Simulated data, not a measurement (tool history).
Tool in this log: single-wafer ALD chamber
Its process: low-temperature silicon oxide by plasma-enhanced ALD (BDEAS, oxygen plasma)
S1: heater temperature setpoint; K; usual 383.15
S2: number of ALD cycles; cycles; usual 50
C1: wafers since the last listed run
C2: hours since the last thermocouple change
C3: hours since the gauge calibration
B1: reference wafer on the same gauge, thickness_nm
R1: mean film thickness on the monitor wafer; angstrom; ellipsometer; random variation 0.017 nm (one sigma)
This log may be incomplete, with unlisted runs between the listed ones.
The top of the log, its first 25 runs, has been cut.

run	hour	S1	S2	C1	C2	C3	B1	R1
26	273.8	392.15	47	71	1712.2	12.5	5.849	61.66
27	295.1	396.15	50	145	1733.5	33.8	5.835	64.71
28	307.9	397.15	50	87	1746.3	46.6	5.83	64.84
29	316.8	375.15	42	60	1755.2	55.5	5.825	56.91
30	327.8	376.15	58	75	1766.2	66.5	5.819	78.5
# hour 349.2: thermocouple changed; heater temperature recalibrated
31	349.7	383.15	59	95	0.5	88.4	5.809	78.48
32	356.6	383.15	50	47	7.4	95.3	5.808	66.26
33	371.3	377.15	46	100	22.1	110	5.798	62.2
34	382.3	383.15	42	75	33.1	121	5.803	55.74
35	395.4	387.15	43	89	46.2	134.1	5.796	56.57
36	410	383.15	50	99	60.8	148.7	5.793	66.01
37	417.3	397.15	58	49	68.1	156	5.788	74.93
38	429.3	387.15	47	82	80.1	168	5.788	61.71
39	443.9	394.15	53	99	94.7	182.6	5.783	68.69
40	457.9	395.15	58	95	108.7	196.6	5.779	74.62
41	466.5	393.15	58	58	117.3	205.2	5.775	75.1
42	473.5	394.15	50	47	124.3	212.2	5.78	64.61
43	480.3	394.15	58	46	131.1	219	5.778	74.56
44	493.7	376.15	59	91	144.5	232.4	5.773	78.88
45	507.8	383.15	44	96	158.6	246.5	5.772	57.94
46	549.3	391.15	57	283	200.1	288	5.769	74.05
47	560.6	383.15	50	77	211.4	299.3	5.764	65.63

4 ways to go on from here, each from the tool as it stands after run 47. What would each give?
A	561.1	391.15	50	3	211.9	299.8	?	?
B	561.1	389.15	45	3	211.9	299.8	?	?
C	561.1	369.15	59	3	211.9	299.8	?	?
D	561.1	369.15	55	3	211.9	299.8	?	?

run	B1	R1
A	5.766	65.08
B	5.766	58.82
C	5.766	81.25
D	5.766	75.74
What these runs would have given with no unlogged condition in the tool:
run	R1
A	66.24
B	59.87
C	82.69
D	77.09
